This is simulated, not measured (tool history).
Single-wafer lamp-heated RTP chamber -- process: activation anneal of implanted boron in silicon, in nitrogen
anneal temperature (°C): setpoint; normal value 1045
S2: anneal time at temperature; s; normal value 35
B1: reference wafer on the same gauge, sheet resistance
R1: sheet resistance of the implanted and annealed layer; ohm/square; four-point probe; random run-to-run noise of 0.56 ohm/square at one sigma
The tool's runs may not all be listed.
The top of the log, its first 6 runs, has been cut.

{"hour": 250.6, "done": "pyrometer window cleaned and pyrometer calibrated"}
{"run": 7, "hour": 255.5, "anneal temperature (°C)": 1054, "S2": 29, "B1": 113.96, "R1": 128.89}
{"run": 8, "hour": 307.3, "anneal temperature (°C)": 1054, "S2": 29, "B1": 113.92, "R1": 128.87}
{"run": 9, "hour": 344.1, "anneal temperature (°C)": 1054, "S2": 29, "B1": 114.23, "R1": 127.78}
{"run": 10, "hour": 368.4, "anneal temperature (°C)": 1045, "S2": 35, "B1": 113.92, "R1": 127.98}
{"hour": 402.0, "done": "reflector plate cleaned"}
{"run": 11, "hour": 413.9, "anneal temperature (°C)": 1053, "S2": 35, "B1": 113.98, "R1": 127.19}
{"run": 12, "hour": 440.3, "anneal temperature (°C)": 1053, "S2": 35, "B1": 114.01, "R1": 126.26}
{"run": 13, "hour": 471.9, "anneal temperature (°C)": 1053, "S2": 35, "B1": 114.29, "R1": 126.28}
{"run": 14, "hour": 529.1, "anneal temperature (°C)": 1045, "S2": 43, "B1": 113.96, "R1": 126.29}
{"hour": 538.0, "done": "gauge calibrated"}
{"hour": 540.9, "done": "pyrometer window cleaned and pyrometer calibrated"}
{"run": 15, "hour": 592.9, "anneal temperature (°C)": 1045, "S2": 43, "B1": 114.04, "R1": 127.53}
{"run": 16, "hour": 659.9, "anneal temperature (°C)": 1045, "S2": 43, "B1": 114.2, "R1": 126.24}
{"hour": 707.8, "done": "reflector plate cleaned"}
{"run": 17, "hour": 719.8, "anneal temperature (°C)": 1032, "S2": 39, "B1": 113.98, "R1": 130.12}
{"run": 18, "hour": 770.9, "anneal temperature (°C)": 1028, "S2": 19, "B1": 114.02, "R1": 135.06}
{"run": 19, "hour": 809.6, "anneal temperature (°C)": 1055, "S2": 45, "B1": 114.06, "R1": 124.81}
{"hour": 839.8, "done": "pyrometer window cleaned and pyrometer calibrated"}
{"run": 20, "hour": 857.4, "anneal temperature (°C)": 1034, "S2": 35, "B1": 114.0, "R1": 132.95}
{"run": 21, "hour": 883.9, "anneal temperature (°C)": 1070, "S2": 14, "B1": 113.92, "R1": 130.56}
{"run": 22, "hour": 917.7, "anneal temperature (°C)": 1024, "S2": 22, "B1": 114.21, "R1": 138.44}
{"run": 23, "hour": 980.1, "anneal temperature (°C)": 1035, "S2": 35, "B1": 114.07, "R1": 131.11}
{"run": 24, "hour": 1035.5, "anneal temperature (°C)": 1045, "S2": 35, "B1": 113.82, "R1": 126.85}
{"hour": 1047.1, "done": "reflector plate cleaned"}
{"run": 25, "hour": 1105.7, "anneal temperature (°C)": 1037, "S2": 55, "B1": 113.95, "R1": 126.5}

Predict the results of run 26:
{"hour": 1150.6, "done": "pyrometer window cleaned and pyrometer calibrated"}
{"run": 26, "hour": 1176.4, "anneal temperature (°C)": 1045, "S2": 55, "B1": "?", "R1": "?"}

Run 26 produced B1 113.86, R1 125.98 ohm/square.
On a tool with no hidden condition, and with the same random variation, this run would have come out at R1 126.75 ohm/square.

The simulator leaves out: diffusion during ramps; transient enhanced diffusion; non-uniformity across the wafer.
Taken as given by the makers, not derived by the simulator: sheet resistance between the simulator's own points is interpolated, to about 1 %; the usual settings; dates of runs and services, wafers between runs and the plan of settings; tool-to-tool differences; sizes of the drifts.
